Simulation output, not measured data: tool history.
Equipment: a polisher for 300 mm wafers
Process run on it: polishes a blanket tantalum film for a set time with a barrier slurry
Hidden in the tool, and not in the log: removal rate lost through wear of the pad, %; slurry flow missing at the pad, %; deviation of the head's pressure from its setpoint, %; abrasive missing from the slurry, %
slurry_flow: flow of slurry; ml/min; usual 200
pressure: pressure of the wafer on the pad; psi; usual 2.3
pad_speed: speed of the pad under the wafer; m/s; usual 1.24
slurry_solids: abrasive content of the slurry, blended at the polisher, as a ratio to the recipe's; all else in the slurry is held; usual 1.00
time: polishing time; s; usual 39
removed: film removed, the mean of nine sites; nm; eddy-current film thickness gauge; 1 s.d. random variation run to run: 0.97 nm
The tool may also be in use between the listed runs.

| run | day | slurry_flow | pressure | pad_speed | slurry_solids | time | wafers since the last listed run | wafers polished on this pad | hours since the slurry nozzle was cleaned | hours since the head pressure was calibrated | hours since the slurry blender was calibrated | incoming thickness of the incoming film, nm | removed |
|---|---|---|---|---|---|---|---|---|---|---|---|---|---|
| 1 | 0.000 | 200 | 2.3 | 1.24 | 1.00 | 39 | 0 | 1534 | 218.1 | 668.8 | 138.5 | 257.1 | 76.2 |
| 2 | 1.954 | 200 | 2.3 | 1.02 | 1.00 | 39 | 512 | 2046 | 265.0 | 715.7 | 185.4 | 259.1 | 64.8 |
| 3 | 4.804 | 200 | 2.3 | 1.02 | 1.00 | 39 | 747 | 2793 | 333.4 | 784.1 | 253.8 | 263.4 | 64.2 |
|  | 7.296 | worn pad replaced by a new one |
| 4 | 8.738 | 200 | 2.3 | 1.02 | 1.00 | 39 | 987 | 377 | 427.8 | 878.5 | 348.2 | 258.8 | 65.2 |
|  | 10.575 | slurry blender recalibrated |
| 5 | 12.375 | 150 | 2.3 | 1.24 | 1.00 | 39 | 931 | 1309 | 515.1 | 965.8 | 43.2 | 262.9 | 74.7 |
|  | 13.700 | head pressure recalibrated |
|  | 19.925 | slurry nozzle cleaned |
|  | 20.533 | worn pad replaced by a new one |
| 6 | 25.467 | 150 | 2.3 | 1.24 | 1.00 | 39 | 3354 | 1293 | 133.0 | 282.4 | 357.4 | 265.1 | 67.5 |
|  | 29.612 | slurry blender recalibrated |
| 7 | 29.650 | 200 | 2.3 | 1.24 | 1.00 | 39 | 1074 | 2368 | 233.4 | 382.8 | 0.9 | 264.1 | 68.2 |
| 8 | 32.225 | 200 | 2.3 | 1.24 | 1.00 | 39 | 674 | 3043 | 295.2 | 444.6 | 62.7 | 256.5 | 67.3 |
| 9 | 34.992 | 200 | 2.3 | 1.24 | 1.00 | 39 | 725 | 3768 | 361.6 | 511.0 | 129.1 | 259.6 | 64.9 |
|  | 35.362 | worn pad replaced by a new one, repeated, since the last time left the tool worse |
| 10 | 37.162 | 200 | 2.9 | 1.24 | 1.00 | 39 | 525 | 471 | 413.7 | 563.1 | 181.2 | 262.8 | 97.6 |
| 11 | 39.888 | 200 | 2.3 | 1.24 | 1.00 | 39 | 714 | 1186 | 479.1 | 628.5 | 246.6 | 255.4 | 77.1 |
| 12 | 42.621 | 170 | 2.6 | 0.86 | 1.00 | 39 | 716 | 1902 | 544.7 | 694.1 | 312.2 | 256.7 | 63.5 |
|  | 42.717 | slurry nozzle cleaned |
| 13 | 45.621 | 200 | 2.3 | 1.12 | 1.00 | 39 | 775 | 2677 | 69.7 | 766.1 | 384.2 | 258.6 | 69.6 |
|  | 47.708 | slurry blender recalibrated |
| 14 | 48.504 | 225 | 1.7 | 1.04 | 0.85 | 39 | 733 | 3411 | 138.9 | 835.3 | 19.1 | 262.5 | 45.7 |
|  | 49.962 | worn pad replaced by a new one |
|  | 50.725 | head pressure recalibrated |
| 15 | 51.779 | 200 | 2.3 | 1.24 | 1.00 | 35 | 792 | 454 | 217.5 | 25.3 | 97.7 | 260.0 | 71.5 |
| 16 | 53.383 | 200 | 2.7 | 1.24 | 1.25 | 39 | 420 | 874 | 256.0 | 63.8 | 136.2 | 258.7 | 96.0 |
| 17 | 62.412 | 200 | 2.3 | 1.24 | 1.00 | 39 | 2366 | 3241 | 472.7 | 280.5 | 352.9 | 262.5 | 74.4 |
|  | 63.154 | worn pad replaced by a new one |
|  | 63.362 | slurry blender recalibrated |
| 18 | 64.329 | 200 | 3.0 | 1.44 | 1.25 | 30 | 436 | 286 | 518.7 | 326.5 | 23.2 | 258.9 | 94.7 |

Branching from run 18: 5 alternative next runs. What would each branch give?
| A | 64.346 | 200 | 2.3 | 1.52 | 1.00 | 39 | 4 | 290 | 519.1 | 326.9 | 23.6 | 261.5 | ? |
| B | 64.346 | 155 | 1.5 | 1.24 | 0.80 | 30 | 4 | 290 | 519.1 | 326.9 | 23.6 | 261.5 | ? |
| C | 64.346 | 200 | 2.3 | 1.24 | 0.75 | 39 | 4 | 290 | 519.1 | 326.9 | 23.6 | 261.5 | ? |
| D | 64.346 | 200 | 1.5 | 1.24 | 1.00 | 35 | 4 | 290 | 519.1 | 326.9 | 23.6 | 261.5 | ? |
| E | 64.346 | 200 | 2.3 | 0.86 | 1.15 | 46 | 4 | 290 | 519.1 | 326.9 | 23.6 | 261.5 | ? |

| run | removed |
|---|---|
| A | 93.0 |
| B | 35.8 |
| C | 72.0 |
| D | 45.5 |
| E | 69.4 |
Without the tool's unlogged condition, the same runs would have read:
| run | removed |
|---|---|
| A | 93.9 |
| B | 36.2 |
| C | 72.7 |
| D | 45.9 |
| E | 70.1 |
